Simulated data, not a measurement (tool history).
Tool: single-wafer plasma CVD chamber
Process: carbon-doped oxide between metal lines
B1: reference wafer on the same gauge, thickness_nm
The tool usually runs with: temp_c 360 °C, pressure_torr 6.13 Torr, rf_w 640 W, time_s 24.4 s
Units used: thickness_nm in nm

run 1 hour=0 | temp_c=360 pressure_torr=6.13 rf_w=640 time_s=24.4 | B1=119.253 | thickness_nm=137.297
run 2 hour=19.6 | temp_c=360 pressure_torr=6.13 rf_w=640 time_s=24.4 | B1=118.954 | thickness_nm=137.271
run 3 hour=31.6 | temp_c=360 pressure_torr=6.13 rf_w=640 time_s=24.4 | B1=118.904 | thickness_nm=137.47
-- hour=56.5 thermocouple changed; heater temperature recalibrated
run 4 hour=57 | temp_c=360 pressure_torr=6.13 rf_w=640 time_s=24.4 | B1=118.961 | thickness_nm=137.921
run 5 hour=78.5 | temp_c=360 pressure_torr=6.13 rf_w=640 time_s=24.4 | B1=118.999 | thickness_nm=137.723
run 6 hour=101.5 | temp_c=360 pressure_torr=6.13 rf_w=640 time_s=24.4 | B1=119.036 | thickness_nm=137.517
run 7 hour=126.4 | temp_c=360 pressure_torr=6.13 rf_w=640 time_s=24.4 | B1=118.989 | thickness_nm=137.345
run 8 hour=141.3 | temp_c=360 pressure_torr=6.13 rf_w=640 time_s=24.4 | B1=119.209 | thickness_nm=136.329
-- hour=178.5 RF generator calibrated
run 9 hour=179 | temp_c=360 pressure_torr=6.54 rf_w=640 time_s=27.7 | B1=119.129 | thickness_nm=161.42
run 10 hour=206.8 | temp_c=360 pressure_torr=6.13 rf_w=640 time_s=24.4 | B1=118.767 | thickness_nm=140.405
run 11 hour=242.1 | temp_c=360 pressure_torr=6.13 rf_w=640 time_s=23.1 | B1=119 | thickness_nm=133.903
run 12 hour=264.1 | temp_c=360 pressure_torr=6.13 rf_w=640 time_s=24.4 | B1=118.956 | thickness_nm=140.72
run 13 hour=285 | temp_c=360 pressure_torr=4.75 rf_w=640 time_s=24.4 | B1=119.034 | thickness_nm=133.002
run 14 hour=311.1 | temp_c=360 pressure_torr=7.65 rf_w=680 time_s=24.4 | B1=119.029 | thickness_nm=148.554
run 15 hour=344.6 | temp_c=356 pressure_torr=5.19 rf_w=560 time_s=22.5 | B1=118.941 | thickness_nm=120.487
run 16 hour=375.3 | temp_c=356 pressure_torr=5.19 rf_w=560 time_s=22.5 | B1=119.056 | thickness_nm=120.604
run 17 hour=395.7 | temp_c=350 pressure_torr=6.13 rf_w=640 time_s=24.4 | B1=118.917 | thickness_nm=143.995
run 18 hour=430.9 | temp_c=355 pressure_torr=7.02 rf_w=730 time_s=26.2 | B1=119.03 | thickness_nm=164.317
-- hour=460.5 capacitance manometer re-zeroed and calibrated
run 19 hour=461 | temp_c=360 pressure_torr=6.13 rf_w=640 time_s=23.1 | B1=118.876 | thickness_nm=133.672
-- hour=473.1 gauge calibrated
run 20 hour=479 | temp_c=360 pressure_torr=5.67 rf_w=640 time_s=26.7 | B1=118.933 | thickness_nm=151.731
-- hour=494.8 showerhead replaced
run 21 hour=495.4 | temp_c=360 pressure_torr=4.91 rf_w=690 time_s=24.4 | B1=118.976 | thickness_nm=138.39
run 22 hour=525.8 | temp_c=360 pressure_torr=6.13 rf_w=640 time_s=24.4 | B1=118.859 | thickness_nm=140.908
run 23 hour=556.2 | temp_c=360 pressure_torr=6.13 rf_w=640 time_s=24.4 | B1=119.084 | thickness_nm=139.724
run 24 hour=589.9 | temp_c=360 pressure_torr=6.13 rf_w=640 time_s=24.4 | B1=118.999 | thickness_nm=139.673
run 25 hour=606.5 | temp_c=360 pressure_torr=7.33 rf_w=705 time_s=24.4 | B1=118.887 | thickness_nm=148.934
run 26 hour=635.1 | temp_c=360 pressure_torr=6.54 rf_w=640 time_s=27.7 | B1=118.849 | thickness_nm=160.027
run 27 hour=662.7 | temp_c=360 pressure_torr=6.13 rf_w=640 time_s=21.9 | B1=119.119 | thickness_nm=125.656
run 28 hour=680.1 | temp_c=371 pressure_torr=7.57 rf_w=755 time_s=25.7 | B1=118.952 | thickness_nm=157.637
run 29 hour=697.3 | temp_c=360 pressure_torr=6.13 rf_w=750 time_s=25.7 | B1=119.101 | thickness_nm=156.081

A few steps of thickness_nm between consecutive runs. Split each: what settings, incoming material and random variation would produce without the hidden state, and what is left over for the hidden state, along with gauge scatter present in only one of the two compared results (measured, and without hidden state):
Hidden state at play: wafer temperature above the value expected at the setpoint (K); delivered RF power above the setpoint (%); true pressure above the setpoint (%); gauge reads high (%).
Run 8 -> 9: pressure_torr 6.13 -> 6.54, time_s 24.4 -> 27.7, RF generator calibrated. thickness_nm +25.091 nm: hidden state +4.285, all else +20.806.
Run 26 -> 27: pressure_torr 6.54 -> 6.13, time_s 27.7 -> 21.9. thickness_nm -34.371 nm: hidden state +0.534, all else -34.905.
Run 27 -> 28: temp_c 360 -> 371, pressure_torr 6.13 -> 7.57, rf_w 640 -> 755, time_s 21.9 -> 25.7. thickness_nm +31.981 nm: hidden state -0.63, all else +32.611.

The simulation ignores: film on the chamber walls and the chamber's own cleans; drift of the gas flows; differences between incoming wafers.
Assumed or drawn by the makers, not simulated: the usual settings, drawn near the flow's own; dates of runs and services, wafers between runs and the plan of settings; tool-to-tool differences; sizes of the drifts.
